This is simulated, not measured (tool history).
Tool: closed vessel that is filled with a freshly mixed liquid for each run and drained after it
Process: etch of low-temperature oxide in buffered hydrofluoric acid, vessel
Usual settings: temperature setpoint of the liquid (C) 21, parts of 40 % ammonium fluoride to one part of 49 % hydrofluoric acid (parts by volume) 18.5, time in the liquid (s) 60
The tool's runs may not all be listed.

run,hour,temperature setpoint of the liquid (C),parts of 40 % ammonium fluoride to one part of 49 % hydrofluoric acid (parts by volume),time in the liquid (s),wafers since the last listed run,hours since the thermometer was replaced,hours since the hydrofluoric acid flow meter was replaced,hours since the gauge calibration,"read-back film thickness of the low-temperature oxide reference wafer, read on the same gauge (nm)",thickness taken off the low-temperature oxide on a monitor wafer (nm)
1,0,24,22,60,0,82.4,286,347.2,140.02,130.54
2,87.6,18,18.5,60,7632,170,373.6,434.8,139.99,106.65
3,260.9,18,18.5,60,15099,343.3,546.9,608.1,140.02,104.9
4,305.6,18,18.5,60,3894,388,591.6,652.8,140,107.54
5,408.6,21,18.5,60,8974,491,694.6,755.8,139.98,125.09
6,468.5,21,18.5,60,5218,550.9,754.5,815.7,140.03,125.81
7,550,21,18.5,60,7100,632.4,836,897.2,140.02,123.52
8,615.7,24.5,18.5,60,5724,698.1,901.7,962.9,140.01,149.96
9,708.7,24.5,18.5,60,8102,791.1,994.7,1055.9,139.98,149.23
10,806,24.5,18.5,60,8477,888.4,1092,1153.2,140.02,149.36
11,849.1,21,18.5,60,3755,931.5,1135.1,1196.3,140,123.11
12,893.9,21,18.5,60,3903,976.3,1179.9,1241.1,140.01,122.2
13,941.9,17.5,18.5,75,4182,1024.3,1227.9,1289.1,140.02,124.11
14,1004.6,17.5,18.5,75,5462,1087,1290.6,1351.8,140.02,125.56
# hour 1071.8: thermometer replaced
15,1110.7,17,12.5,45,9156,38.9,1396.7,1457.9,139.99,112.52
16,1160.8,21,18.5,60,4365,89,1446.8,1508,140.04,126.81
# hour 1162.9: gauge calibrated
17,1212.8,21,18.5,60,4530,141,1498.8,49.9,140,126.26
18,1281.8,25,15.5,60,6011,210,1567.8,118.9,140,188.95
19,1365,22.5,18.5,85,7248,293.2,1651,202.1,140,194.82
# hour 1408: hydrofluoric acid flow meter replaced
20,1409.7,17,14.5,70,3807,337.9,1.7,246.8,140.02,150.54
21,1468.1,17,18.5,60,5088,396.3,60.1,305.2,140.02,101.39
22,1520.5,19,18.5,60,4565,448.7,112.5,357.6,139.97,110.99
23,1599.5,21,18.5,35,6882,527.7,191.5,436.6,140.02,72.33
24,1683.2,21,22,50,7292,611.4,275.2,520.3,140,88.28
25,1752.8,21,18.5,60,6063,681,344.8,589.9,140,123.22
26,1802.9,17,21,60,4365,731.1,394.9,640,140,87.5
27,1856.8,17.5,21,35,4696,785,448.8,693.9,140.03,52.92
28,1929.8,19.5,23,60,6360,858,521.8,766.9,140.02,94.78
29,2005,24,18.5,45,6551,933.2,597,842.1,139.98,108.13

How the hidden state differs across the entries between the runs, from the last listed run before each to the first after it:
Between runs 14 and 15: thermometer replaced (hour 1071.8)
  liquid colder than its thermometer reads (K): 0.991 -> 0.133
  measured less the result without the state, thickness taken off the low-temperature oxide on a monitor wafer (nm): -7.32 -> -0.84
Between runs 16 and 17: gauge calibrated (hour 1162.9)
  liquid colder than its thermometer reads (K): 0.174 -> 0.217
  measured less the result without the state, thickness taken off the low-temperature oxide on a monitor wafer (nm): -1.21 -> -1.56
Between runs 19 and 20: hydrofluoric acid flow meter replaced (hour 1408)
  liquid colder than its thermometer reads (K): 0.344 -> 0.381
  measured less the result without the state, thickness taken off the low-temperature oxide on a monitor wafer (nm): -3.7 -> -3.31

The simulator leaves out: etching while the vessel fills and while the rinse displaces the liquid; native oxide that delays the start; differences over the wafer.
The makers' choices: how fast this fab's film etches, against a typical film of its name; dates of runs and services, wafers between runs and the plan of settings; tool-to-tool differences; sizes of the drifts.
